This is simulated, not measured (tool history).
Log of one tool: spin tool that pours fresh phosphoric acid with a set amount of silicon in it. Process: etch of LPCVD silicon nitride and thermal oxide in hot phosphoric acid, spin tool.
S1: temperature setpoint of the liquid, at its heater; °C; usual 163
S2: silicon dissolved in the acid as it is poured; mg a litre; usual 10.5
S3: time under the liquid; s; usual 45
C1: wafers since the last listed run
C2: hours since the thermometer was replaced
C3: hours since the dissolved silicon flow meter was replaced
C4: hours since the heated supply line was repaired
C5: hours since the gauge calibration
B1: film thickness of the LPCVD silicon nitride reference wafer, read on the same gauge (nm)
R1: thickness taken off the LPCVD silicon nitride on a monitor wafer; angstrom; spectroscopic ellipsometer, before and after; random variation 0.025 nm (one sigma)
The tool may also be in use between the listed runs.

Run 1, day 0: usual settings; C1 0; C2 638.8; C3 1530.8; C4 3679.9; C5 338.8; B1 70.018. Result: R1 42.3 angstrom.
Run 2, day 0.533: usual settings; C1 213; C2 651.6; C3 1543.6; C4 3692.7; C5 351.6; B1 70.026. Result: R1 41.5 angstrom.
Run 3, day 1.175: usual settings; C1 256; C2 667; C3 1559; C4 3708.1; C5 367; B1 70.012. Result: R1 41.4 angstrom.
At day 1.896: gauge calibrated.
Run 4, day 2.225: usual settings but S1 161 °C; C1 419; C2 692.2; C3 1584.2; C4 3733.3; C5 7.9; B1 70.004. Result: R1 38.98 angstrom.
Run 5, day 3.196: usual settings but S1 161 °C; C1 388; C2 715.5; C3 1607.5; C4 3756.6; C5 31.2; B1 69.978. Result: R1 38.82 angstrom.
Run 6, day 3.892: usual settings but S1 161 °C; C1 278; C2 732.2; C3 1624.2; C4 3773.3; C5 47.9; B1 69.987. Result: R1 38.72 angstrom.
Run 7, day 5.25: usual settings; C1 542; C2 764.8; C3 1656.8; C4 3805.9; C5 80.5; B1 70.013. Result: R1 41.26 angstrom.
Run 8, day 5.875: usual settings; C1 249; C2 779.8; C3 1671.8; C4 3820.9; C5 95.5; B1 69.992. Result: R1 41.34 angstrom.
Run 9, day 7.221: usual settings but S3 65 s; C1 537; C2 812.1; C3 1704.1; C4 3853.2; C5 127.8; B1 69.994. Result: R1 60.28 angstrom.
Run 10, day 7.738: usual settings but S3 65 s; C1 206; C2 824.5; C3 1716.5; C4 3865.6; C5 140.2; B1 70.006. Result: R1 60.03 angstrom.
At day 8.233: dissolved silicon flow meter replaced.
Run 11, day 8.483: usual settings but S1 164.5 °C, S2 13.5 mg a litre; C1 281; C2 842.4; C3 6; C4 3883.5; C5 158.1; B1 70.014. Result: R1 43.3 angstrom.
Run 12, day 9.375: usual settings but S2 14.5 mg a litre; C1 356; C2 863.8; C3 27.4; C4 3904.9; C5 179.5; B1 69.97. Result: R1 41.15 angstrom.
Run 13, day 10.504: usual settings but S1 164 °C, S2 3.5 mg a litre, S3 70 s; C1 451; C2 890.9; C3 54.5; C4 3932; C5 206.6; B1 69.971. Result: R1 66.36 angstrom.
Run 14, day 11.658: usual settings; C1 461; C2 918.6; C3 82.2; C4 3959.7; C5 234.3; B1 69.989. Result: R1 41.37 angstrom.
At day 12.871: thermometer replaced.
Run 15, day 12.892: usual settings but S2 5 mg a litre, S3 35 s; C1 476; C2 0.5; C3 111.8; C4 3989.3; C5 263.9; B1 69.991. Result: R1 30.54 angstrom.
At day 13.246: heated supply line repaired.
Run 16, day 14.129: usual settings but S1 162 °C, S2 2.5 mg a litre, S3 60 s; C1 477; C2 30.2; C3 141.5; C4 21.2; C5 293.6; B1 70.002. Result: R1 51.1 angstrom.
Run 17, day 14.975: usual settings; C1 338; C2 50.5; C3 161.8; C4 41.5; C5 313.9; B1 70.003. Result: R1 39.57 angstrom.
Run 18, day 15.504: usual settings but S1 165 °C, S2 18.5 mg a litre; C1 211; C2 63.2; C3 174.5; C4 54.2; C5 326.6; B1 69.994. Result: R1 41.89 angstrom.
At day 16.388: gauge calibrated.
At day 16.492: thermometer replaced, repeated, since the last time left the tool worse.
Run 19, day 16.717: usual settings but S1 161 °C, S2 8.5 mg a litre; C1 467; C2 5.4; C3 203.6; C4 83.3; C5 7.9; B1 70.018. Result: R1 40.8 angstrom.
Run 20, day 17.438: usual settings; C1 288; C2 22.7; C3 220.9; C4 100.6; C5 25.2; B1 69.995. Result: R1 43.48 angstrom.
Run 21, day 21.071: usual settings but S1 165 °C, S3 35 s; C1 1452; C2 109.9; C3 308.1; C4 187.8; C5 112.4; B1 70.003. Result: R1 36.25 angstrom.

Forecast each of these 4 alternatives for the next run:
Run A, day 21.088: usual settings but S3 25 s; C1 6; C2 110.3; C3 308.5; C4 188.2; C5 112.8; B1 ?. Result: R1 ?.
Run B, day 21.088: usual settings but S2 15.5 mg a litre; C1 6; C2 110.3; C3 308.5; C4 188.2; C5 112.8; B1 ?. Result: R1 ?.
Run C, day 21.088: usual settings but S1 164.5 °C, S2 16.5 mg a litre, S3 30 s; C1 6; C2 110.3; C3 308.5; C4 188.2; C5 112.8; B1 ?. Result: R1 ?.
Run D, day 21.088: usual settings but S1 164 °C, S2 16 mg a litre, S3 55 s; C1 6; C2 110.3; C3 308.5; C4 188.2; C5 112.8; B1 ?. Result: R1 ?.

run  B1     R1
  A  70  24.24
  B  70  43.63
  C  70  30.57
  D  70  55.12
Without the tool's hidden state the same runs would have given:
run     R1
  A  24.44
  B     44
  C  30.82
  D  55.58
